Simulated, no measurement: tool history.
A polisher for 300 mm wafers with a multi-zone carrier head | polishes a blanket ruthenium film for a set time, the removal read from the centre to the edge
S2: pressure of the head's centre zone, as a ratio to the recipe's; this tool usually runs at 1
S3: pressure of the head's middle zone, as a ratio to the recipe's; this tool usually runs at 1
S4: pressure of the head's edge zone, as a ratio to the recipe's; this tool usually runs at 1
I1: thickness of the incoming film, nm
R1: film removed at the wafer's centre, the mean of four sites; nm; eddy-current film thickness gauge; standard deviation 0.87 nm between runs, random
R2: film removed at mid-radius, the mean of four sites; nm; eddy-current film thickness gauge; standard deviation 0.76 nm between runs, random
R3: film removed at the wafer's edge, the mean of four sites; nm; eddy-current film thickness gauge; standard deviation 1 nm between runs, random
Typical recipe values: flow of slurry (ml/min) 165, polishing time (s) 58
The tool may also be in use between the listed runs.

run 1 day=0 | flow_of_slurry_(ml/min)=165 S2=1.08 S3=1.1 S4=0.93 polishing_time_(s)=44 | I1=278.5 | R1=78.5 R2=76.1 R3=66.6
run 2 day=0.654 | flow_of_slurry_(ml/min)=165 S2=1 S3=1.07 S4=1 polishing_time_(s)=58 | I1=279.5 | R1=94.5 R2=98.9 R3=91.5
run 3 day=1.158 | flow_of_slurry_(ml/min)=220 S2=1 S3=1 S4=1 polishing_time_(s)=39 | I1=285.6 | R1=66.5 R2=64.8 R3=64.3
-- day=1.329 slurry nozzle cleaned
-- day=1.433 carrier head's membrane replaced by a new one, of another model than before
run 4 day=1.454 | flow_of_slurry_(ml/min)=165 S2=1 S3=1 S4=1 polishing_time_(s)=58 | I1=278.2 | R1=93.9 R2=93.2 R3=92.4
run 5 day=1.921 | flow_of_slurry_(ml/min)=165 S2=1 S3=1 S4=1 polishing_time_(s)=58 | I1=278.8 | R1=93.8 R2=93.1 R3=91.3
run 6 day=2.329 | flow_of_slurry_(ml/min)=165 S2=1 S3=1 S4=1 polishing_time_(s)=58 | I1=280.6 | R1=93.3 R2=93.9 R3=92.4
-- day=2.608 edge zone pressure recalibrated
run 7 day=2.662 | flow_of_slurry_(ml/min)=165 S2=1 S3=1 S4=1 polishing_time_(s)=58 | I1=277.4 | R1=93.2 R2=92.9 R3=90.1
run 8 day=3.067 | flow_of_slurry_(ml/min)=165 S2=1 S3=1 S4=1 polishing_time_(s)=58 | I1=277.1 | R1=94.6 R2=93.9 R3=91.6
-- day=3.45 worn pad replaced by a new one
run 9 day=3.775 | flow_of_slurry_(ml/min)=165 S2=1 S3=1 S4=1 polishing_time_(s)=58 | I1=281.3 | R1=93.7 R2=93.3 R3=92.4
run 10 day=4.079 | flow_of_slurry_(ml/min)=165 S2=0.94 S3=1 S4=1.05 polishing_time_(s)=47 | I1=280.1 | R1=72.4 R2=75.7 R3=75.9
run 11 day=4.521 | flow_of_slurry_(ml/min)=165 S2=1 S3=1 S4=1 polishing_time_(s)=58 | I1=280.9 | R1=92.8 R2=93.7 R3=92.4
run 12 day=4.942 | flow_of_slurry_(ml/min)=125 S2=1 S3=0.91 S4=0.93 polishing_time_(s)=41 | I1=281.7 | R1=61.2 R2=58.2 R3=61
run 13 day=5.25 | flow_of_slurry_(ml/min)=125 S2=1 S3=0.96 S4=1.11 polishing_time_(s)=58 | I1=281.4 | R1=85.6 R2=86.2 R3=89.5
run 14 day=5.917 | flow_of_slurry_(ml/min)=165 S2=1 S3=1 S4=1 polishing_time_(s)=58 | I1=280.1 | R1=91.8 R2=93.1 R3=91.8
run 15 day=6.338 | flow_of_slurry_(ml/min)=165 S2=1 S3=0.9 S4=1 polishing_time_(s)=58 | I1=276.7 | R1=93.2 R2=87 R3=91
run 16 day=6.7 | flow_of_slurry_(ml/min)=135 S2=1 S3=1 S4=1 polishing_time_(s)=58 | I1=276.6 | R1=88.8 R2=89.5 R3=87.7
run 17 day=7.3 | flow_of_slurry_(ml/min)=165 S2=1 S3=1 S4=1.08 polishing_time_(s)=58 | I1=277.5 | R1=91.8 R2=94 R3=94
run 18 day=7.946 | flow_of_slurry_(ml/min)=165 S2=0.95 S3=1 S4=1 polishing_time_(s)=58 | I1=278.9 | R1=88.4 R2=93 R3=90.8
run 19 day=8.454 | flow_of_slurry_(ml/min)=150 S2=0.88 S3=1 S4=1 polishing_time_(s)=58 | I1=279.6 | R1=84.2 R2=91.5 R3=89.4
-- day=8.679 worn pad replaced by a new one
run 20 day=9.092 | flow_of_slurry_(ml/min)=165 S2=1 S3=1 S4=1 polishing_time_(s)=58 | I1=273.8 | R1=92.3 R2=93.3 R3=89.3
run 21 day=9.575 | flow_of_slurry_(ml/min)=165 S2=1 S3=1 S4=1.09 polishing_time_(s)=58 | I1=277.2 | R1=91.9 R2=94.7 R3=93.9
run 22 day=10.271 | flow_of_slurry_(ml/min)=115 S2=1 S3=1.07 S4=1.04 polishing_time_(s)=41 | I1=279.4 | R1=57.9 R2=63.5 R3=60

Each row is a separate what-if for the run after 22, all from the same tool condition, not one after another. Results?
run A day=10.288 | flow_of_slurry_(ml/min)=165 S2=1 S3=0.92 S4=1 polishing_time_(s)=58 | I1=277.7 | R1=? R2=? R3=?
run B day=10.288 | flow_of_slurry_(ml/min)=190 S2=1 S3=1 S4=1 polishing_time_(s)=58 | I1=277.7 | R1=? R2=? R3=?
run C day=10.288 | flow_of_slurry_(ml/min)=165 S2=1 S3=1 S4=1 polishing_time_(s)=43 | I1=277.7 | R1=? R2=? R3=?
run D day=10.288 | flow_of_slurry_(ml/min)=165 S2=1 S3=1.06 S4=1 polishing_time_(s)=40 | I1=277.7 | R1=? R2=? R3=?
run E day=10.288 | flow_of_slurry_(ml/min)=165 S2=1 S3=1 S4=1.11 polishing_time_(s)=73 | I1=277.7 | R1=? R2=? R3=?

run=A R1=90.8 R2=89.6 R3=90.7
run=B R1=93.5 R2=96.9 R3=92.3
run=C R1=67.4 R2=70.1 R3=67.2
run=D R1=62.7 R2=67.7 R3=62.4
run=E R1=114.4 R2=118.9 R3=118.7
With the hidden condition removed and each run's random variation left untouched, the same runs would have given:
run=A R1=94.3 R2=89.5 R3=90.7
run=B R1=97 R2=96.9 R3=92.3
run=C R1=69.9 R2=70.1 R3=67.2
run=D R1=65.1 R2=67.7 R3=62.4
run=E R1=118.7 R2=118.9 R3=118.7

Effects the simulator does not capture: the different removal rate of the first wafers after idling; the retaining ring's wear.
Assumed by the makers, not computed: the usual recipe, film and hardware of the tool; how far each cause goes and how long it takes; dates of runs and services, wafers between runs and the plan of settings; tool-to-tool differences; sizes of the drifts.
